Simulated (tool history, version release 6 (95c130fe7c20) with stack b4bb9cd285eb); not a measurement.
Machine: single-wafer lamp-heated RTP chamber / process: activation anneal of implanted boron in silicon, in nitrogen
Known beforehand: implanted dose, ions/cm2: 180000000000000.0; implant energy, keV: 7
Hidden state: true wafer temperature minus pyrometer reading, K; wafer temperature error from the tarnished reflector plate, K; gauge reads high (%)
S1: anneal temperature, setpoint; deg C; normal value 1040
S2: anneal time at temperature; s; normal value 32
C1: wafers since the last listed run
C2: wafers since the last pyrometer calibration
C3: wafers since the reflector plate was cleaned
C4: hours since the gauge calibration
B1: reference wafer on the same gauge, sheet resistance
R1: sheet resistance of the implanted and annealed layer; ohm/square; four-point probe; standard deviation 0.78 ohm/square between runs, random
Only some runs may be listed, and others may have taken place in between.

run,hour,S1,S2,C1,C2,C3,C4,B1,R1
1,0,1040,32,0,826,1944,337.2,609.75,520.65
2,44,1040,32,465,1291,2409,381.2,609.96,520.87
3,75.6,1040,32,334,1625,2744,412.8,610.19,520.51
4,128.7,1040,32,561,2187,3305,465.9,610.36,520.13
5,171.4,1040,32,451,2639,3757,508.6,610.05,518.44
# hour 204.3: reflector plate cleaned
6,208.8,1040,32,310,2950,47,546,610.43,520.78
7,248.6,1040,32,420,3371,468,585.8,610.94,519.16
8,294.8,1040,32,488,3859,957,632,611.11,520.86
# hour 337.1: pyrometer window cleaned and pyrometer calibrated
9,337.6,1040,32,368,4,1325,674.8,611.17,520.29
10,452.5,1040,32,1215,1220,2540,789.7,612.15,521.44
11,509.1,1040,32,598,1818,3139,846.3,612.21,521.23
12,548.7,1040,32,418,2237,3558,885.9,612.28,522.12
13,594.9,1040,32,488,2726,4046,932.1,612.73,521.75
14,628.9,1040,32,359,3085,4406,966.1,612.84,522.76
# hour 656.7: reflector plate cleaned
15,694.3,1040,32,607,3693,397,1031.5,613.57,523.54
16,725.4,1027,37,328,4021,726,1062.6,613.67,523.72
# hour 742.8: pyrometer window cleaned and pyrometer calibrated
17,844.9,1059,43,1179,1079,1905,1182.1,614.37,517.41
18,902.1,1040,40,605,1684,2510,1239.3,615.16,522.41
19,949.3,1014,43,499,2184,3009,1286.5,615.42,525.69
# hour 966.2: gauge calibrated
20,985,1019,32,377,2561,3387,18.8,610.4,521.44
21,1033.5,1040,40,512,3074,3900,67.3,610.76,518.38
# hour 1042.9: reflector plate cleaned
22,1089.8,1040,32,510,3585,496,123.6,610.57,520.53
23,1133.1,1040,32,457,4043,954,166.9,610.52,520.01
# hour 1184.1: pyrometer window cleaned and pyrometer calibrated
24,1203.6,1067,43,661,205,1615,237.4,611.02,511.9
25,1231.6,1011,32,296,501,1911,265.4,610.66,525.09
26,1300.2,1048,21,725,1227,2637,334,611.16,522.23
27,1369.7,1040,32,735,1962,3372,403.5,611.15,521.78

5 ways to go on from here, each from the tool as it stands after run 27. What would each give?
A,1370.1,1040,32,4,1966,3376,403.9,?,?
B,1370.1,1040,14,4,1966,3376,403.9,?,?
C,1370.1,1026,32,4,1966,3376,403.9,?,?
D,1370.1,1040,19,4,1966,3376,403.9,?,?
E,1370.1,1029,23,4,1966,3376,403.9,?,?

run,B1,R1
A,611.22,520.73
B,611.22,525.74
C,611.22,522.79
D,611.22,524.21
E,611.22,524.37
Without the tool's hidden state the same runs would have given:
run,R1
A,519.7
B,524.7
C,521.76
D,523.17
E,523.34

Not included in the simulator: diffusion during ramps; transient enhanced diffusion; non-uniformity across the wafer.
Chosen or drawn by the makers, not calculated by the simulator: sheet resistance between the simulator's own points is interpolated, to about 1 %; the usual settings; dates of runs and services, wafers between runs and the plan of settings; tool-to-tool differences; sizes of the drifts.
